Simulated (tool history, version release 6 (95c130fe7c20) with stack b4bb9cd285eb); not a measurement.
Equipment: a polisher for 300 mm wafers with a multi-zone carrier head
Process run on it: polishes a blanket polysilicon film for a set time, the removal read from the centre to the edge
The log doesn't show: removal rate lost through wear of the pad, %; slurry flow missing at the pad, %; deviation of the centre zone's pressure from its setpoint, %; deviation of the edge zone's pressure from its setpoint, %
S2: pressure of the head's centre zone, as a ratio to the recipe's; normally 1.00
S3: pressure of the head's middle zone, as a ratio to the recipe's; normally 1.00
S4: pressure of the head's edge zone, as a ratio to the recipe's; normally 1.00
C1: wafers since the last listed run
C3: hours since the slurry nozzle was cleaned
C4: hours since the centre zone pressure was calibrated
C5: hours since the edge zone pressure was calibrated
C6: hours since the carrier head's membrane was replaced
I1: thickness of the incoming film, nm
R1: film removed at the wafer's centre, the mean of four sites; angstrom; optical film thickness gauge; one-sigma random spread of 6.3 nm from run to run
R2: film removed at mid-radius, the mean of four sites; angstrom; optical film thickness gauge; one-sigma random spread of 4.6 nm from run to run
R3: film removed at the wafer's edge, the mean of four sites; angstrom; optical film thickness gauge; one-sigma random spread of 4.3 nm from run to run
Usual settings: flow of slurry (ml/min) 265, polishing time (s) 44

run 1 hour=0.0 | flow_of_slurry_(ml/min)=265 S2=1.00 S3=1.00 S4=1.00 polishing_time_(s)=44 | C1=0 wafers_polished_on_this_pad=1272 C3=313.1 C4=95.5 C5=476.6 C6=1400.5 | I1=1354.6 | R1=4028 R2=4014 R3=4118
run 2 hour=34.5 | flow_of_slurry_(ml/min)=265 S2=1.00 S3=1.00 S4=1.00 polishing_time_(s)=44 | C1=264 wafers_polished_on_this_pad=1537 C3=347.6 C4=130.0 C5=511.1 C6=1435.0 | I1=1336.1 | R1=3951 R2=3982 R3=4146
run 3 hour=62.2 | flow_of_slurry_(ml/min)=265 S2=1.00 S3=1.00 S4=1.00 polishing_time_(s)=44 | C1=212 wafers_polished_on_this_pad=1750 C3=375.3 C4=157.7 C5=538.8 C6=1462.7 | I1=1363.5 | R1=3859 R2=3902 R3=4064
run 4 hour=117.6 | flow_of_slurry_(ml/min)=265 S2=1.00 S3=1.00 S4=1.00 polishing_time_(s)=56 | C1=425 wafers_polished_on_this_pad=2175 C3=430.7 C4=213.1 C5=594.2 C6=1518.1 | I1=1356.4 | R1=4884 R2=4894 R3=4990
-- hour=136.0 edge zone pressure recalibrated
run 5 hour=156.2 | flow_of_slurry_(ml/min)=265 S2=1.00 S3=1.00 S4=1.00 polishing_time_(s)=47 | C1=281 wafers_polished_on_this_pad=2456 C3=469.3 C4=251.7 C5=20.2 C6=1556.7 | I1=1352.9 | R1=3970 R2=4121 R3=4197
-- hour=200.2 worn pad replaced by a new one
run 6 hour=209.2 | flow_of_slurry_(ml/min)=265 S2=1.00 S3=1.00 S4=0.97 polishing_time_(s)=44 | C1=376 wafers_polished_on_this_pad=69 C3=522.3 C4=304.7 C5=73.2 C6=1609.7 | I1=1343.6 | R1=4183 R2=4271 R3=4255
-- hour=226.0 carrier head's membrane replaced by a new one
run 7 hour=269.2 | flow_of_slurry_(ml/min)=305 S2=1.00 S3=1.00 S4=1.00 polishing_time_(s)=36 | C1=422 wafers_polished_on_this_pad=491 C3=582.3 C4=364.7 C5=133.2 C6=43.2 | I1=1343.2 | R1=3427 R2=3464 R3=3507
run 8 hour=320.6 | flow_of_slurry_(ml/min)=265 S2=1.00 S3=1.00 S4=1.00 polishing_time_(s)=44 | C1=394 wafers_polished_on_this_pad=886 C3=633.7 C4=416.1 C5=184.6 C6=94.6 | I1=1361.6 | R1=4017 R2=4139 R3=4203
run 9 hour=382.7 | flow_of_slurry_(ml/min)=265 S2=0.90 S3=1.00 S4=1.00 polishing_time_(s)=44 | C1=476 wafers_polished_on_this_pad=1363 C3=695.8 C4=478.2 C5=246.7 C6=156.7 | I1=1366.6 | R1=3500 R2=4055 R3=4050
-- hour=417.1 slurry nozzle cleaned
run 10 hour=418.6 | flow_of_slurry_(ml/min)=235 S2=1.00 S3=1.00 S4=1.00 polishing_time_(s)=44 | C1=268 wafers_polished_on_this_pad=1631 C3=1.5 C4=514.1 C5=282.6 C6=192.6 | I1=1336.9 | R1=3800 R2=3884 R3=4064
run 11 hour=444.3 | flow_of_slurry_(ml/min)=265 S2=1.00 S3=1.00 S4=1.03 polishing_time_(s)=44 | C1=197 wafers_polished_on_this_pad=1828 C3=27.2 C4=539.8 C5=308.3 C6=218.3 | I1=1325.6 | R1=3729 R2=3889 R3=4060
run 12 hour=488.9 | flow_of_slurry_(ml/min)=265 S2=1.00 S3=0.94 S4=1.00 polishing_time_(s)=44 | C1=342 wafers_polished_on_this_pad=2171 C3=71.8 C4=584.4 C5=352.9 C6=262.9 | I1=1330.5 | R1=3740 R2=3662 R3=3870
-- hour=532.0 worn pad replaced by a new one
run 13 hour=558.4 | flow_of_slurry_(ml/min)=295 S2=1.10 S3=1.00 S4=1.00 polishing_time_(s)=44 | C1=503 wafers_polished_on_this_pad=202 C3=141.3 C4=653.9 C5=422.4 C6=332.4 | I1=1340.0 | R1=4537 R2=4340 R3=4335
run 14 hour=592.4 | flow_of_slurry_(ml/min)=265 S2=1.00 S3=1.00 S4=1.00 polishing_time_(s)=44 | C1=261 wafers_polished_on_this_pad=463 C3=175.3 C4=687.9 C5=456.4 C6=366.4 | I1=1347.0 | R1=4225 R2=4213 R3=4289
-- hour=629.6 centre zone pressure recalibrated
-- hour=707.1 edge zone pressure recalibrated
run 15 hour=782.0 | flow_of_slurry_(ml/min)=235 S2=1.06 S3=1.03 S4=1.00 polishing_time_(s)=44 | C1=1425 wafers_polished_on_this_pad=1889 C3=364.9 C4=152.4 C5=74.9 C6=556.0 | I1=1352.0 | R1=4053 R2=4066 R3=4002
run 16 hour=816.7 | flow_of_slurry_(ml/min)=355 S2=1.08 S3=1.00 S4=0.90 polishing_time_(s)=36 | C1=266 wafers_polished_on_this_pad=2155 C3=399.6 C4=187.1 C5=109.6 C6=590.7 | I1=1347.6 | R1=3575 R2=3223 R3=3214
run 17 hour=881.2 | flow_of_slurry_(ml/min)=265 S2=1.00 S3=1.00 S4=1.00 polishing_time_(s)=44 | C1=495 wafers_polished_on_this_pad=2651 C3=464.1 C4=251.6 C5=174.1 C6=655.2 | I1=1371.2 | R1=3816 R2=3785 R3=3869
-- hour=923.8 worn pad replaced by a new one
run 18 hour=931.3 | flow_of_slurry_(ml/min)=265 S2=1.00 S3=1.00 S4=1.00 polishing_time_(s)=44 | C1=354 wafers_polished_on_this_pad=57 C3=514.2 C4=301.7 C5=224.2 C6=705.3 | I1=1372.0 | R1=4290 R2=4324 R3=4311

The next listed run, before its measurement:
run 19 hour=983.7 | flow_of_slurry_(ml/min)=345 S2=1.00 S3=1.00 S4=1.07 polishing_time_(s)=57 | C1=402 wafers_polished_on_this_pad=459 C3=566.6 C4=354.1 C5=276.6 C6=757.7 | I1=1364.7 | R1=? R2=? R3=?

{"run 19": {"R1": 5356, "R2": 5472, "R3": 5855}}
On a tool with no hidden condition, and with the same random variation, this run would have come out at R1 5476 angstrom, R2 5594 angstrom, R3 5986 angstrom.
